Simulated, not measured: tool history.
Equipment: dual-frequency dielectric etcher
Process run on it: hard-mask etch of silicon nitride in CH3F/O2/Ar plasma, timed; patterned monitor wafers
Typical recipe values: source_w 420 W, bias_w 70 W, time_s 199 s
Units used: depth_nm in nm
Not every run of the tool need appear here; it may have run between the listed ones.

run,hour,source_w,bias_w,time_s,wafers since the last listed run,hours since the last wet clean,hours since the last source power generator calibration,hours since the last bias power generator calibration,hours since the last upper electrode change,hours since the gauge calibration,"read-back reference wafer on the same gauge, depth_nm",depth_nm
1,0,420,70,199,0,485.2,4099.4,4326.1,5327.1,57.3,111,140.8
2,7.2,420,70,199,33,492.4,4106.6,4333.3,5334.3,64.5,111,142.5
3,21.4,420,70,199,66,506.6,4120.8,4347.5,5348.5,78.7,111.2,141.2
4,29.5,460,60,199,38,514.7,4128.9,4355.6,5356.6,86.8,110.9,143.5
5,46.5,460,60,199,80,531.7,4145.9,4372.6,5373.6,103.8,111.3,143.2
6,56.8,460,60,199,48,542,4156.2,4382.9,5383.9,114.1,111.2,142.4
7,74.2,420,70,199,82,559.4,4173.6,4400.3,5401.3,131.5,110.9,143.4
8,82.9,420,70,199,41,568.1,4182.3,4409,5410,140.2,111,143.8
9,91.8,420,70,199,41,577,4191.2,4417.9,5418.9,149.1,110.8,142.9
# hour 109.9: bias power generator calibrated
# hour 124.9: wet clean of the chamber
10,125.4,420,70,199,69,0.5,4224.8,15.5,5452.5,182.7,111.3,133.9
11,125.7,420,70,199,1,0.8,4225.1,15.8,5452.8,183,111.3,134.6
12,128.7,420,70,238,14,3.8,4228.1,18.8,5455.8,186,110.9,161.5
# hour 158.3: upper electrode replaced
13,158.8,490,80,218.5,28,33.9,4258.2,48.9,0.5,216.1,111,162.5
14,159.2,370,70,247.5,1,34.3,4258.6,49.3,0.9,216.5,110.9,160.3
15,159.6,330,79,214.5,1,34.7,4259,49.7,1.3,216.9,110.9,136.2
# hour 185.1: gauge calibrated
16,194.1,420,85,159,162,69.2,4293.5,84.2,35.8,9,110.9,113
17,209.9,420,87,237.5,74,85,4309.3,100,51.6,24.8,111.1,170.1
# hour 218.4: source power generator calibrated
18,218.9,330,70,165,23,94,0.5,109,60.6,33.8,110.9,102.5
19,222.5,420,53,228,16,97.6,4.1,112.6,64.2,37.4,111.1,147.1
20,230.3,520,85,251,36,105.4,11.9,120.4,72,45.2,111,194.8
21,241.3,420,70,199,51,116.4,22.9,131.4,83,56.2,111.1,135.7
22,253.8,360,70,199,58,128.9,35.4,143.9,95.5,68.7,110.9,127.7
23,269.1,420,61,234,72,144.2,50.7,159.2,110.8,84,111.1,156.3
24,278.1,520,85,251,42,153.2,59.7,168.2,119.8,93,110.8,196.4

For each run, the measured value with the value that run would have given without the tool's hidden condition subtracted. The run-to-run variation is shared by both, the gauge scatter possibly not:
Hidden conditions of the tool in this case: etch rate over this chamber's usual, %; source power that arrives over what is set, %; bias power that arrives over what is set, %; gauge reads high (%).
run,depth_nm
1,+6.3
2,+6.5
3,+6.6
4,+6.8
5,+7
6,+7.1
7,+7.3
8,+7.4
9,+7.5
10,-0.9
11,-0.9
12,-1
13,-0.6
14,-0.6
15,-0.5
16,-0.1
17,+0.1
18,+0.2
19,+0.2
20,+0.4
21,+0.5
22,+0.6
23,+0.9
24,+1.3
